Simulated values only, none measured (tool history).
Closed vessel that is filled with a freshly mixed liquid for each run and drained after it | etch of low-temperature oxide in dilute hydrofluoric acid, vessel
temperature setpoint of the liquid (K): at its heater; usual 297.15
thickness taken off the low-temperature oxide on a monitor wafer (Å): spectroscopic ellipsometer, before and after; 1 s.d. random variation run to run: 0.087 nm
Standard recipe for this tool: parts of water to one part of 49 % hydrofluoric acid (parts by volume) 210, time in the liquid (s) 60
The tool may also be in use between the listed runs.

run   hour  temperature setpoint of the liquid (K)  parts of water to one part of 49 % hydrofluoric acid (parts by volume)  time in the liquid (s)  wafers since the last listed run  hours since the thermometer was replaced  hours since the hydrofluoric acid flow meter was replaced  hours since the gauge calibration  read-back film thickness of the low-temperature oxide reference wafer, read on the same gauge (nm)  thickness taken off the low-temperature oxide on a monitor wafer (Å)
  1    0.0                                  297.15                                                                     210                      60                                 0                                    1308.1                                                      811.5                              228.9                                                                                               30.01                                                                  98.4
  2    7.9                                  297.15                                                                     145                      60                               511                                    1316.0                                                      819.4                              236.8                                                                                               30.02                                                                 154.5
  3   25.3                                  297.15                                                                     145                      60                              1127                                    1333.4                                                      836.8                              254.2                                                                                               30.00                                                                 154.5
  4   31.5                                  297.15                                                                     255                      60                               401                                    1339.6                                                      843.0                              260.4                                                                                               29.97                                                                  79.1
  5   78.0                                  297.15                                                                     210                      60                              3012                                    1386.1                                                      889.5                              306.9                                                                                               30.03                                                                 101.7
  6   94.0                                  297.15                                                                     210                      60                              1036                                    1402.1                                                      905.5                              322.9                                                                                               29.97                                                                 101.9
  7  124.8                                  297.15                                                                     210                      60                              1995                                    1432.9                                                      936.3                              353.7                                                                                               29.96                                                                  99.9
  8  141.8                                  297.15                                                                     285                      60                              1101                                    1449.9                                                      953.3                              370.7                                                                                               29.99                                                                  69.0
  9  158.3                                  297.15                                                                     285                      60                              1068                                    1466.4                                                      969.8                              387.2                                                                                               30.04                                                                  68.7
 10  176.3                                  297.15                                                                     285                      60                              1166                                    1484.4                                                      987.8                              405.2                                                                                               30.03                                                                  69.3
 11  186.9                                  300.65                                                                     150                      40                               686                                    1495.0                                                      998.4                              415.8                                                                                               29.99                                                                 115.0
 12  200.6                                  297.15                                                                     160                      60                               887                                    1508.7                                                     1012.1                              429.5                                                                                               29.98                                                                 137.9
 13  208.2                                  302.15                                                                     270                      45                               492                                    1516.3                                                     1019.7                              437.1                                                                                               29.97                                                                  66.9
 14  225.5                                  294.65                                                                     210                      40                              1120                                    1533.6                                                     1037.0                              454.4                                                                                               29.99                                                                  61.4
 15  237.0                                  301.65                                                                     295                      40                               744                                    1545.1                                                     1048.5                              465.9                                                                                               29.98                                                                  52.3
 16  250.2                                  297.15                                                                     210                      80                               855                                    1558.3                                                     1061.7                              479.1                                                                                               30.01                                                                 135.9
 17  264.0                                  295.15                                                                     210                      45                               893                                    1572.1                                                     1075.5                              492.9                                                                                               29.97                                                                  69.9
 18  280.3                                  301.15                                                                     110                      95                              1055                                    1588.4                                                     1091.8                              509.2                                                                                               29.97                                                                 394.7
     287.3  -- gauge calibrated
     291.7  -- hydrofluoric acid flow meter replaced
 19  296.9                                  301.65                                                                     210                      85                              1010                                    1605.0                                                        5.2                                9.6                                                                                               30.03                                                                 182.5
 20  304.0                                  297.15                                                                     210                      50                               459                                    1612.1                                                       12.3                               16.7                                                                                               30.01                                                                  91.5
 21  315.8                                  302.15                                                                     210                      60                               764                                    1623.9                                                       24.1                               28.5                                                                                               29.97                                                                 131.1
 22  332.9                                  297.15                                                                     210                      60                              1107                                    1641.0                                                       41.2                               45.6                                                                                               29.95                                                                 111.2
     358.8  -- thermometer replaced
 23  384.0                                  297.15                                                                     210                      85                              3245                                      25.2                                                       92.3                               96.7                                                                                               30.02                                                                 157.0
 24  398.8                                  295.65                                                                     110                      60                               958                                      40.0                                                      107.1                              111.5                                                                                               29.97                                                                 219.1
     408.9  -- hydrofluoric acid flow meter replaced, repeated, since the last time left the tool worse
 25  413.6                                  301.15                                                                     210                      70                               893                                      54.8                                                        4.7                              126.3                                                                                               29.96                                                                 126.2
 26  422.8                                  297.15                                                                     210                      60                               595                                      64.0                                                       13.9                              135.5                                                                                               30.05                                                                  92.4
 27  429.1                                  297.15                                                                     210                      60                               408                                      70.3                                                       20.2                              141.8                                                                                               30.05                                                                  93.9
 28  438.5                                  297.15                                                                     210                      60                               608                                      79.7                                                       29.6                              151.2                                                                                               30.05                                                                  93.1
 29  449.4                                  297.15                                                                     210                      60                               706                                      90.6                                                       40.5                              162.1                                                                                               29.99                                                                  93.3
 30  465.5                                  297.15                                                                     210                      60                              1042                                     106.7                                                       56.6                              178.2                                                                                               29.97                                                                  93.7

For run 31, what comes out?
 31  477.1                                  297.15                                                                     310                      60                               751                                     118.3                                                       68.2                              189.8                                                                                                   ?                                                                     ?

Run 31 came out at read-back film thickness of the low-temperature oxide reference wafer, read on the same gauge (nm) 29.96, thickness taken off the low-temperature oxide on a monitor wafer (Å) 58.2.
Minus the tool's unlogged condition, the same run would have read thickness taken off the low-temperature oxide on a monitor wafer (Å) 57.7.
